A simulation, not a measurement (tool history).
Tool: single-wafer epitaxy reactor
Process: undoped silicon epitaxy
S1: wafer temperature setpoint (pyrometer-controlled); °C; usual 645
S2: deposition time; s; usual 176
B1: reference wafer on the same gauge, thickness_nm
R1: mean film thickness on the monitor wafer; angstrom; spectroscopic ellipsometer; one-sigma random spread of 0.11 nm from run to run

run    hour   S1   S2      B1      R1
  1     0.0  634  163  23.971  189.01
  2    35.7  634  163  24.002  189.90
  3    52.4  634  163  24.000  189.01
  4    78.8  652  176  24.051  288.34
  5   104.7  652  176  24.012  288.57
  6   120.3  652  176  24.027  287.70
  7   132.7  645  163  24.019  232.80
  8   145.3  645  163  23.998  234.05
  9   172.1  645  163  24.051  232.69
 10   191.5  648  176  24.033  267.79
 11   223.5  648  176  23.976  268.26
      230.4  -- gauge calibrated
 12   237.8  645  176  24.025  251.49
 13   268.8  652  168  24.019  275.38
 14   281.7  652  168  23.991  276.41
 15   313.3  652  168  24.012  273.02
 16   328.9  656  176  24.003  311.05
 17   356.7  645  176  24.037  253.20
 18   376.9  650  176  24.018  279.09
 19   397.5  650  176  23.980  276.98
 20   412.4  645  176  23.999  251.93
 21   445.6  645  176  23.997  251.62
 22   551.6  652  203  24.016  331.89
 23   581.3  645  176  24.000  251.07
 24   604.9  645  176  24.012  251.09
 25   632.2  639  185  23.995  238.13
 26   648.0  645  176  24.027  251.95
 27   717.4  657  142  24.032  256.32
      736.0  -- gauge calibrated
 28   743.7  655  162  23.988  283.61
 29   765.9  650  164  23.984  256.58
 30   780.1  650  159  24.002  249.87
 31   798.0  636  205  24.017  245.95
 32   827.5  645  197  23.963  283.57
 33   844.2  659  176  23.986  330.28
      863.0  -- pyrometer calibrated
 34   868.2  634  156  24.016  189.09
 35   882.1  635  195  23.982  237.24
 36   905.9  631  191  23.999  214.50
 37   937.8  640  176  24.027  237.27
 38   969.0  645  150  23.989  222.37
 39  1000.9  645  176  23.995  262.07
 40  1033.0  657  195  24.014  364.27

Predict the results of run 41:
 41  1046.3  645  141   ?   ?

B1: 24.016
R1: 207.99 angstrom
With no hidden state in the tool, this same run would have given R1 210.46 angstrom.
